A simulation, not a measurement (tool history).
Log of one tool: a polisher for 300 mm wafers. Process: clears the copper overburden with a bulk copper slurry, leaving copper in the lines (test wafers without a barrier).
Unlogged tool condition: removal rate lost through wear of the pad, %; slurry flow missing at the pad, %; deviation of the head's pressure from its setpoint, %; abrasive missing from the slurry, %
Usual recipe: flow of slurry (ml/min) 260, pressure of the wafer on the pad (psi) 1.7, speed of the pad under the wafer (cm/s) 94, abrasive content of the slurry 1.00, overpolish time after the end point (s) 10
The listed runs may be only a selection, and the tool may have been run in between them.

run,hour,flow of slurry (ml/min),pressure of the wafer on the pad (psi),speed of the pad under the wafer (cm/s),abrasive content of the slurry,overpolish time after the end point (s),wafers since the last listed run,wafers polished on this pad,hours since the slurry nozzle was cleaned,hours since the head pressure was calibrated,hours since the slurry blender was calibrated,"incoming thickness of the incoming film, nm",time until the end point was called (s),dishing of a wide line in a test structure (Å)
1,0.0,260,1.7,94,0.85,10,0,1163,625.8,315.2,15.0,378.3,70.4,300
2,24.6,260,1.7,94,0.85,10,247,1410,650.4,339.8,39.6,370.9,70.7,299
3,46.9,260,1.7,94,1.00,10,224,1634,672.7,362.1,61.9,376.3,70.8,313
# hour 59.3: head pressure recalibrated
4,81.2,260,1.7,94,1.00,10,324,1959,707.0,21.9,96.2,378.4,69.6,293
# hour 140.7: worn pad replaced by a new one
# hour 163.4: slurry nozzle cleaned
5,171.5,260,1.7,94,1.00,10,857,299,8.1,112.2,186.5,370.0,70.7,305
6,197.4,260,1.2,66,1.00,10,260,560,34.0,138.1,212.4,372.1,126.3,190
7,230.9,260,1.7,74,1.00,10,336,896,67.5,171.6,245.9,376.0,82.7,271
8,251.7,310,1.7,94,1.15,10,209,1105,88.3,192.4,266.7,372.5,68.5,316
9,281.5,235,1.7,94,1.00,10,299,1405,118.1,222.2,296.5,373.4,72.7,295
10,305.9,260,2.0,94,0.75,6,245,1650,142.5,246.6,320.9,376.9,64.5,230
11,326.0,260,1.1,94,1.20,5,201,1852,162.6,266.7,341.0,375.2,103.9,124
12,360.2,260,1.4,70,0.75,15,343,2196,196.8,300.9,375.2,380.6,113.4,279
13,373.5,260,1.7,94,1.00,10,133,2329,210.1,314.2,388.5,375.0,74.0,291
14,387.4,190,2.2,94,1.00,10,139,2469,224.0,328.1,402.4,374.3,61.8,351
# hour 409.6: worn pad replaced by a new one
15,412.6,305,1.9,94,1.00,10,213,30,249.2,353.3,427.6,379.7,64.1,321
# hour 446.9: head pressure recalibrated
16,466.2,260,1.7,68,1.00,12,518,548,302.8,19.3,481.2,375.4,90.3,292
# hour 482.1: slurry blender recalibrated
17,496.7,260,2.3,94,0.80,4,286,835,333.3,49.8,14.6,374.0,52.1,196
18,529.6,260,1.9,94,0.90,7,330,1165,366.2,82.7,47.5,375.7,62.8,252
19,587.6,260,1.3,94,1.25,10,582,1748,424.2,140.7,105.5,376.4,86.8,251
20,622.3,325,1.3,94,1.00,10,348,2097,458.9,175.4,140.2,379.2,91.5,257
21,651.4,260,1.7,118,0.90,10,292,2389,488.0,204.5,169.3,376.3,63.0,327
# hour 685.2: worn pad replaced by a new one
22,685.7,260,1.7,94,1.00,10,304,4,522.3,238.8,203.6,376.4,70.3,304
23,715.7,260,1.7,94,1.00,7,301,306,552.3,268.8,233.6,375.4,73.7,244
24,736.3,285,2.2,94,1.15,10,207,513,572.9,289.4,254.2,371.2,50.9,381
25,761.4,260,1.7,118,1.00,8,252,765,598.0,314.5,279.3,375.6,63.1,282
26,782.5,260,1.7,94,1.00,10,212,977,619.1,335.6,300.4,375.3,72.0,303
27,812.5,260,1.4,94,1.00,5,301,1278,649.1,365.6,330.4,375.8,88.2,150
28,840.9,305,1.7,80,0.85,7,285,1564,677.5,394.0,358.8,375.3,81.8,205
29,860.9,260,2.1,94,1.00,10,200,1765,697.5,414.0,378.8,376.3,59.3,345

Per-run results on a tool with no hidden state, each run keeping its own random variation:
run,time until the end point was called (s),dishing of a wide line in a test structure (Å)
1,70.1,301
2,70.1,301
3,69.9,315
4,68.3,297
5,68.2,312
6,121.2,196
7,78.9,280
8,65.0,327
9,68.6,307
10,60.7,241
11,97.0,132
12,105.5,292
13,68.5,307
14,57.0,369
15,58.8,340
16,81.8,312
17,51.7,197
18,61.9,255
19,84.7,255
20,88.7,263
21,60.8,335
22,67.4,313
23,70.2,254
24,48.2,394
25,59.5,294
26,67.7,316
27,82.3,159
28,75.9,217
29,54.8,363

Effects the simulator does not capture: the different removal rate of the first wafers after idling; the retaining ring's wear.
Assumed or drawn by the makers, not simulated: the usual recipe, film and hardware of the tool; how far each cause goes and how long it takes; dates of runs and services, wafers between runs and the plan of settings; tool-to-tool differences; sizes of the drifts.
